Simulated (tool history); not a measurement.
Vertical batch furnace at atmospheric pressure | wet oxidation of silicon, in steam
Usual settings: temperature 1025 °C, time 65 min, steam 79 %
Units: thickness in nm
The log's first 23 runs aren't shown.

run     day  temperature  time  steam  read-back reference wafer on the same gauge, thickness  thickness
     17.017  -- gauge calibrated
 24  17.808         1039    65     79                                                  508.19     481.87
     18.996  -- steam generator serviced
 25  19.017         1025    56     79                                                  507.83     426.24
     20.142  -- thermocouples replaced and temperature profile calibrated
 26  20.162         1014    65     79                                                  508.15     428.35
 27  20.388         1009    65     87                                                  508.25      440.9
 28  20.771         1003    73     79                                                  508.47     430.16
 29  21.454         1025    65     73                                                  508.16     434.97
 30    21.9         1033    65     79                                                  507.92      476.2
 31  22.638         1025  47.5     79                                                  508.01     374.31
 32  23.188         1025  91.5     85                                                  508.11     589.43
 33  24.042         1039  43.5     79                                                   507.9     386.33
 34  24.862         1032  90.5     89                                                  507.97     620.89
 35  25.496         1032  90.5     89                                                   507.9     618.99
 36  26.162         1025    65     79                                                  508.04     452.14
 37  26.617         1025    90     70                                                  507.92     514.18

5 ways to go on from here, each from the tool as it stands after run 37. What would each give?
  A  26.846         1025    41     79                                                       ?          ?
  B  26.846         1046  86.5     83                                                       ?          ?
  C  26.846         1012  40.5     91                                                       ?          ?
  D  26.846         1014    65     76                                                       ?          ?
  E  26.846         1033  83.5     75                                                       ?          ?

run  read-back reference wafer on the same gauge, thickness  thickness
  A                                                  508.06     341.03
  B                                                  508.06     621.89
  C                                                  508.06     340.17
  D                                                  508.06     415.36
  E                                                  508.06     536.85
Without the tool's hidden state the same runs would have given:
run  thickness
  A     346.69
  B     631.51
  C      345.9
  D     422.26
  E     545.38
